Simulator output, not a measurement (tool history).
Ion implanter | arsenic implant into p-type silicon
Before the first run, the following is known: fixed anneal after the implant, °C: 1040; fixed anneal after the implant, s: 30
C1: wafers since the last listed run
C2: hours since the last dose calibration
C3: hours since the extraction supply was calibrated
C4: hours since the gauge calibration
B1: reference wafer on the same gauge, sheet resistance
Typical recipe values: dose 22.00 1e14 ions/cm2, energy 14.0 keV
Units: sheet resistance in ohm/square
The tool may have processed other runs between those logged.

run 1 hour=0.0 | dose=22.00 energy=16.5 | C1=0 C2=398.5 C3=2033.1 C4=1605.9 | B1=72.52 | sheet_resistance=78.43
-- hour=34.6 gauge calibrated
run 2 hour=87.2 | dose=22.00 energy=14.0 | C1=1012 C2=485.7 C3=2120.3 C4=52.6 | B1=72.46 | sheet_resistance=79.40
run 3 hour=160.8 | dose=22.00 energy=14.0 | C1=854 C2=559.3 C3=2193.9 C4=126.2 | B1=72.50 | sheet_resistance=79.65
run 4 hour=230.0 | dose=22.00 energy=14.0 | C1=803 C2=628.5 C3=2263.1 C4=195.4 | B1=72.51 | sheet_resistance=79.44
run 5 hour=328.2 | dose=22.00 energy=14.0 | C1=1140 C2=726.7 C3=2361.3 C4=293.6 | B1=72.51 | sheet_resistance=79.70
run 6 hour=390.0 | dose=22.00 energy=14.0 | C1=717 C2=788.5 C3=2423.1 C4=355.4 | B1=72.47 | sheet_resistance=79.31
run 7 hour=450.6 | dose=22.00 energy=17.5 | C1=703 C2=849.1 C3=2483.7 C4=416.0 | B1=72.50 | sheet_resistance=77.45
run 8 hour=497.2 | dose=22.00 energy=17.5 | C1=541 C2=895.7 C3=2530.3 C4=462.6 | B1=72.52 | sheet_resistance=77.70
run 9 hour=536.1 | dose=22.00 energy=17.5 | C1=451 C2=934.6 C3=2569.2 C4=501.5 | B1=72.52 | sheet_resistance=77.46
run 10 hour=624.6 | dose=22.00 energy=14.0 | C1=1027 C2=1023.1 C3=2657.7 C4=590.0 | B1=72.48 | sheet_resistance=79.66
run 11 hour=676.4 | dose=22.00 energy=14.0 | C1=601 C2=1074.9 C3=2709.5 C4=641.8 | B1=72.49 | sheet_resistance=79.68
run 12 hour=723.0 | dose=22.00 energy=14.0 | C1=541 C2=1121.5 C3=2756.1 C4=688.4 | B1=72.47 | sheet_resistance=80.01
-- hour=792.8 Faraday cup replaced and dose calibrated
run 13 hour=799.4 | dose=22.00 energy=14.0 | C1=794 C2=6.6 C3=2832.5 C4=764.8 | B1=72.47 | sheet_resistance=79.59
run 14 hour=863.9 | dose=23.40 energy=14.0 | C1=749 C2=71.1 C3=2897.0 C4=829.3 | B1=72.49 | sheet_resistance=78.21
run 15 hour=926.2 | dose=22.00 energy=14.0 | C1=723 C2=133.4 C3=2959.3 C4=891.6 | B1=72.50 | sheet_resistance=79.74
run 16 hour=1026.0 | dose=22.00 energy=14.0 | C1=1159 C2=233.2 C3=3059.1 C4=991.4 | B1=72.55 | sheet_resistance=79.73
run 17 hour=1127.5 | dose=22.00 energy=14.0 | C1=1178 C2=334.7 C3=3160.6 C4=1092.9 | B1=72.55 | sheet_resistance=79.46
run 18 hour=1178.3 | dose=28.23 energy=18.0 | C1=589 C2=385.5 C3=3211.4 C4=1143.7 | B1=72.48 | sheet_resistance=71.06
run 19 hour=1273.4 | dose=22.00 energy=12.0 | C1=1104 C2=480.6 C3=3306.5 C4=1238.8 | B1=72.48 | sheet_resistance=80.72
run 20 hour=1317.9 | dose=28.28 energy=11.5 | C1=516 C2=525.1 C3=3351.0 C4=1283.3 | B1=72.48 | sheet_resistance=75.05
run 21 hour=1410.3 | dose=19.22 energy=17.5 | C1=1073 C2=617.5 C3=3443.4 C4=1375.7 | B1=72.44 | sheet_resistance=81.80
run 22 hour=1498.2 | dose=26.08 energy=19.0 | C1=1020 C2=705.4 C3=3531.3 C4=1463.6 | B1=72.54 | sheet_resistance=72.50
-- hour=1525.2 extraction supply calibrated
run 23 hour=1580.9 | dose=26.48 energy=14.0 | C1=867 C2=788.1 C3=55.7 C4=1546.3 | B1=72.55 | sheet_resistance=75.12
-- hour=1593.4 gauge calibrated
run 24 hour=1648.1 | dose=16.58 energy=15.5 | C1=780 C2=855.3 C3=122.9 C4=54.7 | B1=72.50 | sheet_resistance=87.88
run 25 hour=1748.0 | dose=25.11 energy=10.5 | C1=1160 C2=955.2 C3=222.8 C4=154.6 | B1=72.46 | sheet_resistance=78.40
run 26 hour=1854.8 | dose=18.63 energy=18.5 | C1=1240 C2=1062.0 C3=329.6 C4=261.4 | B1=72.51 | sheet_resistance=81.84
run 27 hour=1932.9 | dose=22.00 energy=14.0 | C1=907 C2=1140.1 C3=407.7 C4=339.5 | B1=72.50 | sheet_resistance=79.64
run 28 hour=2005.3 | dose=19.82 energy=17.5 | C1=840 C2=1212.5 C3=480.1 C4=411.9 | B1=72.47 | sheet_resistance=80.35
run 29 hour=2071.1 | dose=22.00 energy=14.0 | C1=764 C2=1278.3 C3=545.9 C4=477.7 | B1=72.47 | sheet_resistance=79.73
run 30 hour=2139.0 | dose=28.19 energy=16.0 | C1=788 C2=1346.2 C3=613.8 C4=545.6 | B1=72.51 | sheet_resistance=73.06
-- hour=2218.7 Faraday cup replaced and dose calibrated
run 31 hour=2219.5 | dose=22.00 energy=14.0 | C1=841 C2=0.8 C3=694.3 C4=626.1 | B1=72.54 | sheet_resistance=79.71
run 32 hour=2319.8 | dose=28.20 energy=11.5 | C1=1164 C2=101.1 C3=794.6 C4=726.4 | B1=72.50 | sheet_resistance=74.93
run 33 hour=2385.4 | dose=22.00 energy=14.0 | C1=761 C2=166.7 C3=860.2 C4=792.0 | B1=72.44 | sheet_resistance=79.47
run 34 hour=2427.8 | dose=15.70 energy=10.0 | C1=492 C2=209.1 C3=902.6 C4=834.4 | B1=72.52 | sheet_resistance=92.50
run 35 hour=2496.3 | dose=15.68 energy=14.0 | C1=795 C2=277.6 C3=971.1 C4=902.9 | B1=72.51 | sheet_resistance=91.10
run 36 hour=2603.0 | dose=19.79 energy=14.0 | C1=1239 C2=384.3 C3=1077.8 C4=1009.6 | B1=72.45 | sheet_resistance=82.68

Predict each of these 5 candidate next runs independently; none follows another, all start after run 36:
run A hour=2603.4 | dose=17.28 energy=14.0 | C1=4 C2=384.7 C3=1078.2 C4=1010.0 | B1=? | sheet_resistance=?
run B hour=2603.4 | dose=17.14 energy=12.5 | C1=4 C2=384.7 C3=1078.2 C4=1010.0 | B1=? | sheet_resistance=?
run C hour=2603.4 | dose=20.13 energy=14.0 | C1=4 C2=384.7 C3=1078.2 C4=1010.0 | B1=? | sheet_resistance=?
run D hour=2603.4 | dose=25.97 energy=11.0 | C1=4 C2=384.7 C3=1078.2 C4=1010.0 | B1=? | sheet_resistance=?
run E hour=2603.4 | dose=19.91 energy=17.0 | C1=4 C2=384.7 C3=1078.2 C4=1010.0 | B1=? | sheet_resistance=?

run=A B1=72.49 sheet_resistance=87.43
run=B B1=72.49 sheet_resistance=88.47
run=C B1=72.49 sheet_resistance=82.34
run=D B1=72.49 sheet_resistance=77.46
run=E B1=72.49 sheet_resistance=80.95
Take away the tool's hidden state, keep each run's random variation, and the runs would have read:
run=A sheet_resistance=87.43
run=B sheet_resistance=88.47
run=C sheet_resistance=82.34
run=D sheet_resistance=77.46
run=E sheet_resistance=80.95

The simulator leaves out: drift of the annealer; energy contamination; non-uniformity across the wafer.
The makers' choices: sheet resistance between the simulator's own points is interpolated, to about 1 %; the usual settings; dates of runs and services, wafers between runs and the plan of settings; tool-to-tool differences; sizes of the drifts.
